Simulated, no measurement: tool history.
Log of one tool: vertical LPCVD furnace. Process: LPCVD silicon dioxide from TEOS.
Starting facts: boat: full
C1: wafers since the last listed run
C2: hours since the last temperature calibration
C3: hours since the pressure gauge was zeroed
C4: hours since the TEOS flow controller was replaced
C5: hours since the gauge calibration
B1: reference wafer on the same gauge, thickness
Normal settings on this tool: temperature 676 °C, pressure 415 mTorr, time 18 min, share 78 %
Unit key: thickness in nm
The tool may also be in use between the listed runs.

Run 1, hour 0: usual settings but pressure 465 mTorr, time 20 min; C1 0; C2 3787; C3 3494.9; C4 6708.3; C5 240.8; B1 81.29. Result: thickness 114.31 nm.
Run 2, hour 26.5: usual settings but pressure 465 mTorr, time 20 min; C1 223; C2 3813.5; C3 3521.4; C4 6734.8; C5 267.3; B1 81.28. Result: thickness 114.86 nm.
Run 3, hour 52.5: usual settings but time 14.5 min; C1 219; C2 3839.5; C3 3547.4; C4 6760.8; C5 293.3; B1 81.51. Result: thickness 77.89 nm.
Run 4, hour 66.3: usual settings but time 14.5 min; C1 116; C2 3853.3; C3 3561.2; C4 6774.6; C5 307.1; B1 81.35. Result: thickness 78.34 nm.
Run 5, hour 80.8: usual settings but time 14.5 min; C1 122; C2 3867.8; C3 3575.7; C4 6789.1; C5 321.6; B1 81.41. Result: thickness 78.95 nm.
Run 6, hour 93.8: usual settings but temperature 673 °C; C1 109; C2 3880.8; C3 3588.7; C4 6802.1; C5 334.6; B1 81.42. Result: thickness 90.95 nm.
Run 7, hour 117.1: usual settings but temperature 673 °C; C1 196; C2 3904.1; C3 3612; C4 6825.4; C5 357.9; B1 81.33. Result: thickness 90.59 nm.
Run 8, hour 196.1: usual settings; C1 666; C2 3983.1; C3 3691; C4 6904.4; C5 436.9; B1 81.33. Result: thickness 97.2 nm.
At hour 238: TEOS flow controller replaced.
Run 9, hour 238.5: usual settings; C1 155; C2 4025.5; C3 3733.4; C4 0.5; C5 479.3; B1 81.38. Result: thickness 97.93 nm.
Run 10, hour 259.7: usual settings but pressure 370 mTorr, time 16 min; C1 178; C2 4046.7; C3 3754.6; C4 21.7; C5 500.5; B1 81.4. Result: thickness 82.11 nm.
Run 11, hour 276.3: usual settings but pressure 370 mTorr, time 16 min; C1 140; C2 4063.3; C3 3771.2; C4 38.3; C5 517.1; B1 81.48. Result: thickness 82.35 nm.
At hour 318.5: thermocouples replaced and temperature profile calibrated.
At hour 319: pressure gauge zeroed.
Run 12, hour 358.4: usual settings but pressure 370 mTorr, time 16 min; C1 486; C2 39.9; C3 39.4; C4 120.4; C5 599.2; B1 81.31. Result: thickness 81.3 nm.
Run 13, hour 390.8: usual settings but share 88 %; C1 273; C2 72.3; C3 71.8; C4 152.8; C5 631.6; B1 81.33. Result: thickness 103.68 nm.
At hour 398.3: gauge calibrated.
Run 14, hour 419.6: usual settings but temperature 684 °C, time 12 min, share 90 %; C1 243; C2 101.1; C3 100.6; C4 181.6; C5 21.3; B1 81.36. Result: thickness 84.32 nm.
Run 15, hour 440.5: usual settings but temperature 687 °C; C1 176; C2 122; C3 121.5; C4 202.5; C5 42.2; B1 81.28. Result: thickness 127.07 nm.
Run 16, hour 466.7: usual settings; C1 221; C2 148.2; C3 147.7; C4 228.7; C5 68.4; B1 81.37. Result: thickness 97.13 nm.
Run 17, hour 490.8: usual settings; C1 203; C2 172.3; C3 171.8; C4 252.8; C5 92.5; B1 81.38. Result: thickness 97.84 nm.
Run 18, hour 510.7: usual settings but temperature 667 °C, pressure 380 mTorr, time 11.5 min, share 84 %; C1 167; C2 192.2; C3 191.7; C4 272.7; C5 112.4; B1 81.25. Result: thickness 49.46 nm.
Run 19, hour 540.6: usual settings but temperature 683 °C, pressure 355 mTorr, time 21.5 min, share 71 %; C1 252; C2 222.1; C3 221.6; C4 302.6; C5 142.3; B1 81.35. Result: thickness 121.81 nm.
Run 20, hour 573.5: usual settings but pressure 375 mTorr, share 84 %; C1 277; C2 255; C3 254.5; C4 335.5; C5 175.2; B1 81.49. Result: thickness 96.47 nm.
Run 21, hour 596.5: usual settings but temperature 684 °C, share 86 %; C1 194; C2 278; C3 277.5; C4 358.5; C5 198.2; B1 81.62. Result: thickness 124.59 nm.
Run 22, hour 615.9: usual settings but share 73 %; C1 163; C2 297.4; C3 296.9; C4 377.9; C5 217.6; B1 81.55. Result: thickness 93.93 nm.
Run 23, hour 648.9: usual settings but temperature 665 °C, pressure 380 mTorr; C1 278; C2 330.4; C3 329.9; C4 410.9; C5 250.6; B1 81.28. Result: thickness 70.95 nm.
Run 24, hour 702.1: usual settings but time 14.5 min; C1 448; C2 383.6; C3 383.1; C4 464.1; C5 303.8; B1 81.31. Result: thickness 77.69 nm.
Run 25, hour 721.3: usual settings but pressure 470 mTorr; C1 162; C2 402.8; C3 402.3; C4 483.3; C5 323; B1 81.35. Result: thickness 103.51 nm.
Run 26, hour 738.1: usual settings but temperature 664 °C, pressure 455 mTorr, time 13 min, share 64 %; C1 141; C2 419.6; C3 419.1; C4 500.1; C5 339.8; B1 81.43. Result: thickness 49.43 nm.

For each entry between runs, how does the tool's hidden state at the last listed run before it compare with that at the first listed run after it?
From run 8 to run 9: TEOS flow controller replaced (hour 238)
  no difference in the tool's unlogged condition between these two runs
From run 11 to run 12: thermocouples replaced and temperature profile calibrated (hour 318.5); pressure gauge zeroed (hour 319)
  no difference in the tool's unlogged condition between these two runs
From run 13 to run 14: gauge calibrated (hour 398.3)
  no difference in the tool's unlogged condition between these two runs
